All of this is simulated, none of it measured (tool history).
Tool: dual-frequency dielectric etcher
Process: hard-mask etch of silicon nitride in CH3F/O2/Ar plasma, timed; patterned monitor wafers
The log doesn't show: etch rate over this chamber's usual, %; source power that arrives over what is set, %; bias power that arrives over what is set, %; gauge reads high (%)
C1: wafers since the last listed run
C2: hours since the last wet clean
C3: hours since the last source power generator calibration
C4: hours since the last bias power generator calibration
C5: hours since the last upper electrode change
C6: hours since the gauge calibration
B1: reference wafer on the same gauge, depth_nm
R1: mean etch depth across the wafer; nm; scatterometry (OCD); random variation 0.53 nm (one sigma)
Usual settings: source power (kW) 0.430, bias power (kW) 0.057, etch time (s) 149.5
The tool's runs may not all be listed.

Run 1, day 0.000: usual settings but source power (kW) 0.510; C1 0; C2 308.7; C3 2588.7; C4 1759.1; C5 1549.6; C6 21.9; B1 96.0. Result: R1 118.3 nm.
Run 2, day 4.425: usual settings but source power (kW) 0.510; C1 672; C2 414.9; C3 2694.9; C4 1865.3; C5 1655.8; C6 128.1; B1 96.1. Result: R1 118.4 nm.
Run 3, day 8.358: usual settings; C1 597; C2 509.3; C3 2789.3; C4 1959.7; C5 1750.2; C6 222.5; B1 95.9. Result: R1 108.0 nm.
Run 4, day 10.200: usual settings; C1 279; C2 553.5; C3 2833.5; C4 2003.9; C5 1794.4; C6 266.7; B1 96.0. Result: R1 108.3 nm.
Run 5, day 11.767: usual settings; C1 237; C2 591.1; C3 2871.1; C4 2041.5; C5 1832.0; C6 304.3; B1 96.0. Result: R1 110.2 nm.
At day 14.821: wet clean of the chamber.
Run 6, day 14.842: usual settings; C1 315; C2 0.5; C3 2944.9; C4 2115.3; C5 1905.8; C6 378.1; B1 96.2. Result: R1 104.6 nm.
Run 7, day 17.175: usual settings; C1 354; C2 56.5; C3 3000.9; C4 2171.3; C5 1961.8; C6 434.1; B1 95.9. Result: R1 104.9 nm.
Run 8, day 19.712: usual settings; C1 385; C2 117.4; C3 3061.8; C4 2232.2; C5 2022.7; C6 495.0; B1 96.0. Result: R1 105.4 nm.
Run 9, day 22.721: usual settings but etch time (s) 165.5; C1 456; C2 189.6; C3 3134.0; C4 2304.4; C5 2094.9; C6 567.2; B1 95.9. Result: R1 117.3 nm.
Run 10, day 26.617: usual settings but etch time (s) 165.5; C1 591; C2 283.1; C3 3227.5; C4 2397.9; C5 2188.4; C6 660.7; B1 96.1. Result: R1 118.0 nm.
Run 11, day 29.571: usual settings but etch time (s) 165.5; C1 448; C2 354.0; C3 3298.4; C4 2468.8; C5 2259.3; C6 731.6; B1 96.0. Result: R1 117.7 nm.
At day 33.400: source power generator calibrated.
Run 12, day 33.421: usual settings; C1 559; C2 446.4; C3 0.5; C4 2561.2; C5 2351.7; C6 824.0; B1 95.9. Result: R1 107.6 nm.
Run 13, day 37.642: usual settings but etch time (s) 169.0; C1 641; C2 547.7; C3 101.8; C4 2662.5; C5 2453.0; C6 925.3; B1 96.1. Result: R1 121.7 nm.
At day 39.862: gauge calibrated.
Run 14, day 40.421: usual settings but source power (kW) 0.540; C1 422; C2 614.4; C3 168.5; C4 2729.2; C5 2519.7; C6 13.4; B1 95.9. Result: R1 125.2 nm.
At day 41.517: wet clean of the chamber.
Run 15, day 43.271: usual settings but bias power (kW) 0.045, etch time (s) 122.0; C1 280; C2 42.1; C3 236.9; C4 2797.6; C5 2588.1; C6 81.8; B1 96.0. Result: R1 79.3 nm.
Run 16, day 47.633: usual settings but bias power (kW) 0.046, etch time (s) 111.5; C1 662; C2 146.8; C3 341.6; C4 2902.3; C5 2692.8; C6 186.5; B1 95.8. Result: R1 73.5 nm.
Run 17, day 51.592: usual settings but source power (kW) 0.490, bias power (kW) 0.044; C1 601; C2 241.8; C3 436.6; C4 2997.3; C5 2787.8; C6 281.5; B1 96.0. Result: R1 105.3 nm.

The next listed run, before its measurement:
At day 54.379: upper electrode replaced.
At day 54.771: bias power generator calibrated.
Run 18, day 54.792: usual settings but etch time (s) 137.5; C1 308; C2 318.6; C3 513.4; C4 0.5; C5 9.9; C6 358.3; B1 ?. Result: R1 ?.

B1: 96.2
R1: 99.7 nm
Without the tool's hidden state the same run would have given R1 97.9 nm.
